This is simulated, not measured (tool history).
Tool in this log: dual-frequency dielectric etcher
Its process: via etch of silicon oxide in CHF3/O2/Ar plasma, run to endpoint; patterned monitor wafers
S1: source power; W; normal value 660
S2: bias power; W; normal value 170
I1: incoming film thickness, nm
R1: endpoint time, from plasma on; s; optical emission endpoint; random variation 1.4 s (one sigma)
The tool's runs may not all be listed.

run 1 hour=0.0 | S1=660 S2=186 | I1=478.5 | R1=236.5
run 2 hour=9.1 | S1=660 S2=200 | I1=482.5 | R1=232.9
run 3 hour=15.9 | S1=660 S2=200 | I1=475.8 | R1=229.0
run 4 hour=32.0 | S1=660 S2=200 | I1=484.4 | R1=233.5
run 5 hour=45.9 | S1=620 S2=192 | I1=478.4 | R1=237.3
run 6 hour=54.9 | S1=620 S2=192 | I1=478.2 | R1=237.3
-- hour=91.3 bias power generator calibrated
-- hour=105.1 upper electrode replaced
run 7 hour=105.6 | S1=620 S2=192 | I1=480.5 | R1=238.7
run 8 hour=106.0 | S1=760 S2=170 | I1=478.3 | R1=225.3
run 9 hour=116.1 | S1=760 S2=170 | I1=480.7 | R1=227.4
run 10 hour=124.9 | S1=660 S2=170 | I1=479.5 | R1=237.3
-- hour=161.4 source power generator calibrated
-- hour=182.7 wet clean of the chamber
run 11 hour=183.2 | S1=590 S2=208 | I1=477.6 | R1=247.1
run 12 hour=183.6 | S1=660 S2=170 | I1=480.1 | R1=249.5
run 13 hour=194.5 | S1=660 S2=129 | I1=485.7 | R1=270.5
run 14 hour=211.1 | S1=570 S2=170 | I1=477.6 | R1=261.4
run 15 hour=220.3 | S1=720 S2=153 | I1=482.1 | R1=246.9
run 16 hour=230.0 | S1=730 S2=201 | I1=476.5 | R1=228.3
run 17 hour=240.3 | S1=660 S2=170 | I1=476.9 | R1=245.0
run 18 hour=249.7 | S1=700 S2=192 | I1=474.6 | R1=231.3
run 19 hour=266.1 | S1=750 S2=191 | I1=482.3 | R1=228.7

Some steps in R1, run to run, broken into two amounts with sign: the step expected even without the hidden condition (settings, incoming material, random variation), and the rest, left for the hidden condition together with whatever gauge scatter is not in both the measured and the hidden-condition-free result:
The tool's hidden condition here consists of: etch rate over this chamber's usual, %; source power that arrives over what is set, %; bias power that arrives over what is set, %.
Run 10 -> 11: S1 660 -> 590, S2 170 -> 208, source power generator calibrated, wet clean of the chamber. R1 +9.8 s: hidden state +9.4, all else +0.4.
Run 12 -> 13: S2 170 -> 129. R1 +21.0 s: hidden state -0.4, all else +21.4.
